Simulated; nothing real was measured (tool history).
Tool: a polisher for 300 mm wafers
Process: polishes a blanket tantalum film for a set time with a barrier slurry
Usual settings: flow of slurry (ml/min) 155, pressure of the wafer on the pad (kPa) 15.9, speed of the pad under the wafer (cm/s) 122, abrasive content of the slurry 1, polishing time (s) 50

run    day  flow of slurry (ml/min)  pressure of the wafer on the pad (kPa)  speed of the pad under the wafer (cm/s)  abrasive content of the slurry  polishing time (s)  wafers since the last listed run  wafers polished on this pad  hours since the slurry nozzle was cleaned  hours since the head pressure was calibrated  hours since the slurry blender was calibrated  incoming thickness of the incoming film, nm  film removed (angstrom)
  1      0                      155                                    15.9                                      122                               1                  59                                 0                          212                                        9.5                                           322                                           39.4                                        331.2                     1126
  2   0.55                      155                                    15.9                                      122                               1                  59                               130                          342                                       22.7                                         335.2                                           52.6                                        329.7                     1119
  3  1.117                      155                                    15.9                                      122                               1                  50                               134                          477                                       36.3                                         348.8                                           66.2                                        330.2                      951
  4  1.483                      155                                    15.9                                      122                               1                  50                                86                          564                                       45.1                                         357.6                                             75                                        336.5                      931
  5  2.167                      155                                    15.9                                      122                               1                  50                               162                          726                                       61.5                                           374                                           91.4                                        330.5                      926
  6  2.483                      155                                    15.9                                      122                               1                  50                                75                          801                                       69.1                                         381.6                                             99                                        327.1                      933
  7  3.125                      155                                    15.9                                      122                               1                  50                               152                          953                                       84.5                                           397                                          114.4                                          332                      924
  8  3.729                      130                                    17.9                                      160                             0.9                  50                               143                         1096                                         99                                         411.5                                          128.9                                        324.1                     1302
  9  4.012                      155                                    15.9                                      122                             1.3                  64                                67                         1163                                      105.8                                         418.3                                          135.7                                        329.7                     1262
     4.258  -- worn pad replaced by a new one
 10  4.583                      155                                      11                                      134                             1.1                  50                                95                           77                                      119.5                                           432                                          149.4                                        329.8                      784
     4.783  -- head pressure recalibrated
 11  5.188                      155                                    15.9                                      122                             1.2                  33                               123                          200                                        134                                           9.7                                          163.9                                        333.4                      661
 12  5.862                      155                                    15.9                                      138                               1                  50                               160                          360                                      150.2                                          25.9                                          180.1                                        331.2                     1065
 13  6.446                      155                                    15.9                                      122                               1                  50                               138                          499                                      164.2                                          39.9                                          194.1                                        327.7                      937
 14  7.042                      155                                    15.9                                      122                               1                  50                               141                          640                                      178.5                                          54.2                                          208.4                                        325.6                      939
 15    7.5                      155                                    10.3                                       96                            0.75                  67                               108                          749                                      189.5                                          65.2                                          219.4                                          329                      618
 16  7.821                      155                                    15.9                                      122                               1                  50                                76                          825                                      197.2                                          72.9                                          227.1                                        329.5                      924

Run 17 comes next. What will it give?
 17  8.204                      155                                      11                                      122                               1                  50                                90                          916                                      206.4                                          82.1                                          236.3                                        324.1                        ?

Run 17 gave film removed (angstrom) 667.
Without the tool's hidden state the same run would have given film removed (angstrom) 709.
